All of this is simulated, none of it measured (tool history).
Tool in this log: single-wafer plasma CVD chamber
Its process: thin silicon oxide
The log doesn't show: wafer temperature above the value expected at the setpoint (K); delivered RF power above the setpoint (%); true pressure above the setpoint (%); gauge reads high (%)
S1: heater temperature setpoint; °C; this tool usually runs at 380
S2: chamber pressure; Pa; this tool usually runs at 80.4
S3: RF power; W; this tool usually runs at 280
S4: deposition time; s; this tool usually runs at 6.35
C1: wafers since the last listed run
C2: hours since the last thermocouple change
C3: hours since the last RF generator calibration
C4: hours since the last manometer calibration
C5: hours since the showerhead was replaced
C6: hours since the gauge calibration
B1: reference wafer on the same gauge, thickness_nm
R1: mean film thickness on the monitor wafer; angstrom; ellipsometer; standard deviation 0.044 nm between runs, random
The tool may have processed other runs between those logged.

run	day	S1	S2	S3	S4	C1	C2	C3	C4	C5	C6	B1	R1
1	0	380	80.4	280	6.35	0	715.8	358.8	1113.4	5209.3	964.8	7.134	80.53
2	2.188	380	80.4	280	6.35	1608	768.3	411.3	1165.9	5261.8	1017.3	7.128	80.73
3	3.867	380	80.4	280	6.35	1234	808.6	451.6	1206.2	5302.1	1057.6	7.135	80.84
4	5.121	375	80.4	280	6.35	922	838.7	481.7	1236.3	5332.2	1087.7	7.136	80.64
5	7.15	380	80.4	280	6.35	1491	887.4	530.4	1285	5380.9	1136.4	7.142	80.05
6	9.946	380	80.4	280	6.35	2055	954.5	597.5	1352.1	5448	1203.5	7.147	80.79
7	12.417	380	68.1	245	6.35	1816	1013.8	656.8	1411.4	5507.3	1262.8	7.142	64.79
8	15.167	370	98	320	5.22	2021	1079.8	722.8	1477.4	5573.3	1328.8	7.14	84.59
# day 15.75: capacitance manometer re-zeroed and calibrated
9	16.971	380	80.4	315	6.35	1081	1123.1	766.1	29.3	5616.6	1372.1	7.142	84.05
10	18.15	380	92.3	280	6.01	866	1151.4	794.4	57.6	5644.9	1400.4	7.126	86.34
# day 18.529: showerhead replaced
11	21.162	380	80.4	280	6.35	1969	1223.7	866.7	129.9	63.2	1472.7	7.135	79.99
12	23.146	380	80.4	280	6.35	1458	1271.3	914.3	177.5	110.8	1520.3	7.146	80.55
13	25.212	380	80.4	235	5.59	1519	1320.9	963.9	227.1	160.4	1569.9	7.138	63.9
14	26.896	380	97.1	245	6.35	1237	1361.3	1004.3	267.5	200.8	1610.3	7.145	88.35
15	29.117	366	80.4	280	6.35	1632	1414.6	1057.6	320.8	254.1	1663.6	7.144	80.85
# day 35.312: RF generator calibrated
16	36.021	380	61.3	335	5.7	4830	1580.3	17	486.5	419.8	1829.3	7.135	62.87
17	40.008	380	80.4	280	6.35	2931	1676	112.7	582.2	515.5	1925	7.14	82.61
# day 43.746: thermocouple changed; heater temperature recalibrated
18	46.633	390	99.3	325	6.35	4625	69.3	271.7	741.2	674.5	2084	7.148	105.19
19	49.412	380	80.4	280	6.71	2043	136	338.4	807.9	741.2	2150.7	7.134	84.87
20	50.825	388	61.5	280	6.01	1038	169.9	372.3	841.8	775.1	2184.6	7.141	59.18
21	53.767	387	69.9	240	5.48	2162	240.5	442.9	912.4	845.7	2255.2	7.135	55.35
# day 53.983: gauge calibrated
22	55.608	380	86.7	320	6.35	1353	284.7	487.1	956.6	889.9	39	7.138	91.67
23	56.821	380	80.4	305	6.35	891	313.8	516.2	985.7	919	68.1	7.138	84.19
24	59.629	395	65.6	245	5.44	2064	381.2	583.6	1053.1	986.4	135.5	7.141	51.92
25	68.442	380	66	250	6.35	6478	592.7	795.1	1264.6	1197.9	347	7.134	62.4
26	70.35	380	80.4	280	6.35	1402	638.5	840.9	1310.4	1243.7	392.8	7.135	79.03
27	73.167	380	80.4	235	5.59	2070	706.1	908.5	1378	1311.3	460.4	7.141	63.37
28	74.858	380	80.4	320	6.88	1243	746.7	949.1	1418.6	1351.9	501	7.135	91.98
29	77.758	380	86.7	320	6.35	2132	816.3	1018.7	1488.2	1421.5	570.6	7.133	90.38
30	79.912	371	71.5	260	5.64	1583	868	1070.4	1539.9	1473.2	622.3	7.129	60.77

3 ways to go on from here, each from the tool as it stands after run 30. What would each give?
A	79.929	380	80.4	225	6.35	12	868.4	1070.8	1540.3	1473.6	622.7	?	?
B	79.929	380	80.4	280	6.75	12	868.4	1070.8	1540.3	1473.6	622.7	?	?
C	79.929	380	74.8	280	5.67	12	868.4	1070.8	1540.3	1473.6	622.7	?	?

run	B1	R1
A	7.139	68.88
B	7.139	83.04
C	7.139	65.32
Had the tool no hidden state, the same runs would have come out as:
run	R1
A	73.23
B	87.66
C	68.96
